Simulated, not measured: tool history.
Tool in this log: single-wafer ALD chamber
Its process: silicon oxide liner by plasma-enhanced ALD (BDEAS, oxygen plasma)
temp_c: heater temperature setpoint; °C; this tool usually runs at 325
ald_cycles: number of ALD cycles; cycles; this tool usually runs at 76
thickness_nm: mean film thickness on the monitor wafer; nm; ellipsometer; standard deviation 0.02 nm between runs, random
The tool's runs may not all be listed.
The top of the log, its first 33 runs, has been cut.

| run | day | temp_c | ald_cycles | wafers since the last listed run | hours since the last thermocouple change | hours since the gauge calibration | read-back reference wafer on the same gauge, thickness_nm | thickness_nm |
|---|---|---|---|---|---|---|---|---|
|  | 113.871 | thermocouple changed; heater temperature recalibrated |
| 34 | 113.917 | 325 | 76 | 176 | 1.1 | 1408.1 | 8.167 | 7.238 |
| 35 | 122.492 | 325 | 68 | 611 | 206.9 | 1613.9 | 8.167 | 6.443 |
| 36 | 124.888 | 325 | 76 | 170 | 264.4 | 1671.4 | 8.167 | 7.181 |
| 37 | 127.000 | 314 | 70 | 150 | 315.1 | 1722.1 | 8.168 | 6.736 |
| 38 | 130.038 | 330 | 87 | 216 | 388.0 | 1795.0 | 8.173 | 8.203 |
| 39 | 133.096 | 311 | 86 | 218 | 461.4 | 1868.4 | 8.174 | 8.312 |
| 40 | 134.883 | 329 | 86 | 127 | 504.3 | 1911.3 | 8.175 | 8.136 |
| 41 | 138.625 | 313 | 90 | 267 | 594.1 | 2001.1 | 8.168 | 8.673 |
| 42 | 142.058 | 332 | 89 | 245 | 676.5 | 2083.5 | 8.163 | 8.399 |
| 43 | 154.854 | 318 | 64 | 913 | 983.6 | 2390.6 | 8.174 | 6.162 |

Each row is a separate what-if for the run after 43, all from the same tool condition, not one after another. Results?
| A | 154.875 | 325 | 66 | 1 | 984.1 | 2391.1 | ? | ? |
| B | 154.875 | 325 | 80 | 1 | 984.1 | 2391.1 | ? | ? |
| C | 154.875 | 325 | 89 | 1 | 984.1 | 2391.1 | ? | ? |

| run | read-back reference wafer on the same gauge, thickness_nm | thickness_nm |
|---|---|---|
| A | 8.164 | 6.275 |
| B | 8.164 | 7.606 |
| C | 8.164 | 8.462 |
Without the tool's unlogged condition, the same runs would have read:
| run | thickness_nm |
|---|---|
| A | 6.275 |
| B | 7.606 |
| C | 8.462 |

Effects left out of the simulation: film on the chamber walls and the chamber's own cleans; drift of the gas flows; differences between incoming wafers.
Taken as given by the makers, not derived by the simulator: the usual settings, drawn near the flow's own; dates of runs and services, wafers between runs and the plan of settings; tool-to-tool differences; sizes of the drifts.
